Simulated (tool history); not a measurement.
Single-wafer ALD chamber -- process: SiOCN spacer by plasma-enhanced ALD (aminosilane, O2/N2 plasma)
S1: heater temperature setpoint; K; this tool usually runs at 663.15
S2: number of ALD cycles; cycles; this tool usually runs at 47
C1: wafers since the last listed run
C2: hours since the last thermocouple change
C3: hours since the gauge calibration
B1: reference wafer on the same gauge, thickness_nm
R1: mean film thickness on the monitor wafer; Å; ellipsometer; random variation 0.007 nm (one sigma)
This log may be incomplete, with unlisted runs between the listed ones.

run      day      S1  S2    C1      C2      C3     B1     R1
  1    0.000  663.15  47     0   193.1   686.4  2.646  28.45
  2    3.021  663.15  47   369   265.6   758.9  2.645  28.52
  3    6.329  663.15  47   404   345.0   838.3  2.649  28.48
  4   10.721  663.15  47   536   450.4   943.7  2.649  28.50
  5   14.154  663.15  47   419   532.8  1026.1  2.651  28.52
  6   16.108  663.15  47   238   579.7  1073.0  2.654  28.51
  7   18.792  663.15  47   327   644.1  1137.4  2.654  28.48
  8   21.225  663.15  47   297   702.5  1195.8  2.656  28.43
  9   31.883  656.15  47  1302   958.3  1451.6  2.660  28.70
 10   34.488  656.15  47   318  1020.8  1514.1  2.665  28.61
 11   36.346  663.15  47   227  1065.4  1558.7  2.663  28.66
 12   39.658  663.15  53   404  1144.9  1638.2  2.669  32.34
 13   43.908  663.15  47   519  1246.9  1740.2  2.670  28.75
 14   46.192  663.15  47   279  1301.7  1795.0  2.672  28.72
 15   50.412  663.15  47   515  1403.0  1896.3  2.670  28.79
 16   54.221  663.15  47   465  1494.4  1987.7  2.674  28.81
 17   62.038  663.15  47   955  1682.0  2175.3  2.679  28.73
 18   64.262  663.15  47   271  1735.4  2228.7  2.680  28.74
 19   66.571  663.15  47   282  1790.8  2284.1  2.679  28.86
 20   70.346  672.15  43   461  1881.4  2374.7  2.685  26.44
 21   73.958  672.15  43   441  1968.1  2461.4  2.684  26.42
 22   76.762  659.15  42   342  2035.4  2528.7  2.689  25.86
 23   78.683  673.15  44   234  2081.5  2574.8  2.690  27.21
 24   81.642  656.15  44   361  2152.5  2645.8  2.689  27.11
      83.329  -- thermocouple changed; heater temperature recalibrated
 25   85.912  675.15  50   481    62.0  2748.3  2.694  30.45
 26   90.254  648.15  51   530   166.2  2852.5  2.695  31.65
 27   92.050  663.15  47   219   209.3  2895.6  2.696  29.15
 28   94.950  663.15  47   354   278.9  2965.2  2.696  28.97
 29   99.108  649.15  40   508   378.7  3065.0  2.700  24.70
 30  102.646  663.15  47   432   463.6  3149.9  2.703  29.05
 31  106.508  650.15  44   471   556.3  3242.6  2.706  27.22
 32  110.108  663.15  53   439   642.7  3329.0  2.704  32.82
     110.562  -- gauge calibrated
 33  114.362  663.15  39   519   744.8    91.2  2.615  23.25
 34  116.475  655.15  53   258   795.5   141.9  2.612  31.49
 35  120.375  677.15  53   476   889.1   235.5  2.618  31.41
 36  122.167  650.15  40   218   932.1   278.5  2.618  23.97
 37  123.767  663.15  52   195   970.5   316.9  2.618  31.32
 38  133.517  673.15  43  1191  1204.5   550.9  2.623  25.90
 39  136.433  674.15  50   356  1274.5   620.9  2.625  29.92
 40  140.833  663.15  47   537  1380.1   726.5  2.626  28.28

Run 41 has not been measured yet. What should we expect?
 41  147.871  649.15  53  859  1549.0  895.4   ?   ?

{"run 41": {"B1": 2.631, "R1": 31.92}}
Had the tool carried no hidden state, the very same run would have given R1 31.79 Å.
